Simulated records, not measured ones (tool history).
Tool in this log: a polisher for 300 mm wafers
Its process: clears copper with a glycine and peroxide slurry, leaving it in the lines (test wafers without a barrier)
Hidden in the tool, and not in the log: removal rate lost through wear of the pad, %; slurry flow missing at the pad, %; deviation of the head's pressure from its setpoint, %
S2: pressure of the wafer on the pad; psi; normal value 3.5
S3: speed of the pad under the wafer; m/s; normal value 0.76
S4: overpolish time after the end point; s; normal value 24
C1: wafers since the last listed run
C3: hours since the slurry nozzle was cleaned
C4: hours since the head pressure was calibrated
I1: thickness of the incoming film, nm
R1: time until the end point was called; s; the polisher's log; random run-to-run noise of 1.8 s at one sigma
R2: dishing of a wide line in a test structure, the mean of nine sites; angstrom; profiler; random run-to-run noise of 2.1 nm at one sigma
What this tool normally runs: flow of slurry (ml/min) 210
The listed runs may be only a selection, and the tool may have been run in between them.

Run 1, day 0: usual settings; C1 0; wafers polished on this pad 5149; C3 526; C4 1305.2; I1 624.7. Result: R1 113.1 s, R2 880 angstrom.
Run 2, day 2.967: usual settings; C1 610; wafers polished on this pad 5760; C3 597.2; C4 1376.4; I1 618.4. Result: R1 115.7 s, R2 900 angstrom.
Run 3, day 6.35: usual settings; C1 695; wafers polished on this pad 6455; C3 678.4; C4 1457.6; I1 620.8. Result: R1 113.9 s, R2 884 angstrom.
At day 8.854: worn pad replaced by a new one.
Run 4, day 9.379: usual settings; C1 588; wafers polished on this pad 108; C3 751.1; C4 1530.3; I1 616. Result: R1 115.4 s, R2 912 angstrom.
At day 10.6: head pressure recalibrated.
Run 5, day 12.188: usual settings but S2 3.1 psi; C1 560; wafers polished on this pad 668; C3 818.5; C4 38.1; I1 617.4. Result: R1 119.8 s, R2 869 angstrom.
At day 15.425: slurry nozzle cleaned.
Run 6, day 23.092: usual settings but S2 3.1 psi; C1 2234; wafers polished on this pad 2903; C3 184; C4 299.8; I1 618. Result: R1 125.4 s, R2 829 angstrom.
Run 7, day 27.396: usual settings but S2 3.1 psi; C1 885; wafers polished on this pad 3788; C3 287.3; C4 403.1; I1 623.9. Result: R1 122.8 s, R2 818 angstrom.
Run 8, day 30.446: usual settings but S2 4 psi; C1 627; wafers polished on this pad 4415; C3 360.5; C4 476.3; I1 619.8. Result: R1 109.1 s, R2 982 angstrom.
Run 9, day 32.442: usual settings but S2 4 psi; C1 410; wafers polished on this pad 4826; C3 408.4; C4 524.2; I1 629.6. Result: R1 109.4 s, R2 924 angstrom.
Run 10, day 43.475: usual settings; C1 2269; wafers polished on this pad 7095; C3 673.2; C4 789; I1 612. Result: R1 116.3 s, R2 875 angstrom.
Run 11, day 45.546: usual settings; C1 425; wafers polished on this pad 7521; C3 722.9; C4 838.7; I1 616.5. Result: R1 117.7 s, R2 903 angstrom.
At day 46.775: slurry nozzle cleaned.
At day 48.067: worn pad replaced by a new one.
Run 12, day 49.408: usual settings but flow of slurry (ml/min) 170, S3 0.98 m/s; C1 751; wafers polished on this pad 275; C3 63.2; C4 931.4; I1 624.1. Result: R1 100.6 s, R2 987 angstrom.
Run 13, day 53.679: usual settings; C1 878; wafers polished on this pad 1153; C3 165.7; C4 1033.9; I1 618. Result: R1 117.4 s, R2 880 angstrom.
Run 14, day 56.958: usual settings but flow of slurry (ml/min) 230, S3 0.64 m/s; C1 674; wafers polished on this pad 1828; C3 244.4; C4 1112.6; I1 623. Result: R1 135.3 s, R2 815 angstrom.
Run 15, day 58.492: usual settings; C1 315; wafers polished on this pad 2143; C3 281.2; C4 1149.4; I1 613.2. Result: R1 118.6 s, R2 863 angstrom.
Run 16, day 61.396: usual settings but S2 2.9 psi, S3 0.66 m/s; C1 597; wafers polished on this pad 2741; C3 350.9; C4 1219.1; I1 617.7. Result: R1 139.6 s, R2 768 angstrom.
Run 17, day 64.225: usual settings; C1 581; wafers polished on this pad 3323; C3 418.8; C4 1287; I1 624.5. Result: R1 114.7 s, R2 910 angstrom.
Run 18, day 68.321: usual settings but S3 0.86 m/s; C1 842; wafers polished on this pad 4165; C3 517.1; C4 1385.3; I1 614.2. Result: R1 105.7 s, R2 968 angstrom.
Run 19, day 71.354: usual settings but flow of slurry (ml/min) 280, S4 28 s; C1 623; wafers polished on this pad 4789; C3 589.9; C4 1458.1; I1 633.6. Result: R1 116.4 s, R2 1049 angstrom.
Run 20, day 74.479: usual settings but flow of slurry (ml/min) 280; C1 642; wafers polished on this pad 5432; C3 664.9; C4 1533.1; I1 617.1. Result: R1 112.9 s, R2 902 angstrom.
Run 21, day 76.15: usual settings but S2 4 psi, S3 0.88 m/s, S4 17 s; C1 343; wafers polished on this pad 5775; C3 705; C4 1573.2; I1 618. Result: R1 95.5 s, R2 790 angstrom.
At day 77.179: head pressure recalibrated.
At day 81.154: worn pad replaced by a new one.
At day 81.996: slurry nozzle cleaned.
Run 22, day 85.188: usual settings but S3 0.68 m/s; C1 1798; wafers polished on this pad 821; C3 76.6; C4 192.2; I1 621.9. Result: R1 123.9 s, R2 876 angstrom.
Run 23, day 86.808: usual settings but S2 2.4 psi, S3 0.82 m/s, S4 14 s; C1 333; wafers polished on this pad 1154; C3 115.5; C4 231.1; I1 628. Result: R1 136.1 s, R2 517 angstrom.
Run 24, day 90.788: usual settings; C1 818; wafers polished on this pad 1972; C3 211; C4 326.6; I1 620. Result: R1 111.8 s, R2 918 angstrom.
Run 25, day 93.829: usual settings; C1 625; wafers polished on this pad 2598; C3 284; C4 399.6; I1 632. Result: R1 121.7 s, R2 882 angstrom.
Run 26, day 103.642: usual settings; C1 2018; wafers polished on this pad 4616; C3 519.5; C4 635.1; I1 629. Result: R1 116.2 s, R2 870 angstrom.
Run 27, day 106.679: usual settings but S4 18 s; C1 624; wafers polished on this pad 5241; C3 592.4; C4 708; I1 615.9. Result: R1 116.1 s, R2 706 angstrom.
Run 28, day 110.929: usual settings but flow of slurry (ml/min) 240, S2 3.1 psi, S4 35 s; C1 874; wafers polished on this pad 6115; C3 694.4; C4 810; I1 610.8. Result: R1 119.8 s, R2 1135 angstrom.
Run 29, day 114.792: usual settings but flow of slurry (ml/min) 230, S2 2.6 psi, S3 0.64 m/s, S4 35 s; C1 794; wafers polished on this pad 6910; C3 787.1; C4 902.7; I1 628.8. Result: R1 149.5 s, R2 992 angstrom.
At day 116.454: worn pad replaced by a new one.
Run 30, day 119.062: usual settings; C1 844; wafers polished on this pad 536; C3 889.6; C4 1005.2; I1 614.9. Result: R1 114.1 s, R2 934 angstrom.
At day 119.933: slurry nozzle cleaned.
Run 31, day 121.7: usual settings but S2 4.2 psi; C1 533; wafers polished on this pad 1070; C3 42.4; C4 1068.5; I1 611.3. Result: R1 103.7 s, R2 955 angstrom.
Run 32, day 132.604: usual settings but flow of slurry (ml/min) 155, S2 2.9 psi; C1 2242; wafers polished on this pad 3313; C3 304.1; C4 1330.2; I1 621.5. Result: R1 134.2 s, R2 820 angstrom.
At day 133.412: head pressure recalibrated.
Run 33, day 136.417: usual settings but flow of slurry (ml/min) 155, S2 2.8 psi, S3 0.92 m/s, S4 19 s; C1 767; wafers polished on this pad 4080; C3 395.6; C4 72.1; I1 627.8. Result: R1 118.1 s, R2 737 angstrom.

Alternative continuations, all from the tool just after run 33; predict every row:
Run A, day 136.438: usual settings but S3 0.88 m/s; C1 4; wafers polished on this pad 4084; C3 396.1; C4 72.6; I1 614.2. Result: R1 ?, R2 ?.
Run B, day 136.438: usual settings but S4 35 s; C1 4; wafers polished on this pad 4084; C3 396.1; C4 72.6; I1 614.2. Result: R1 ?, R2 ?.
Run C, day 136.438: usual settings but flow of slurry (ml/min) 155, S2 3.9 psi; C1 4; wafers polished on this pad 4084; C3 396.1; C4 72.6; I1 614.2. Result: R1 ?, R2 ?.
Run D, day 136.438: usual settings but flow of slurry (ml/min) 270; C1 4; wafers polished on this pad 4084; C3 396.1; C4 72.6; I1 614.2. Result: R1 ?, R2 ?.
Run E, day 136.438: usual settings but S3 0.82 m/s; C1 4; wafers polished on this pad 4084; C3 396.1; C4 72.6; I1 614.2. Result: R1 ?, R2 ?.

run     R1    R2
  A  105.4   983
  B  118.3  1190
  C  117.8   911
  D  114.8   927
  E  111.5   945
Stripped of hidden state, with their random variation kept, the same runs would have yielded:
run     R1    R2
  A  105.4   983
  B  118.3  1190
  C  117.8   911
  D  114.8   927
  E  111.5   945
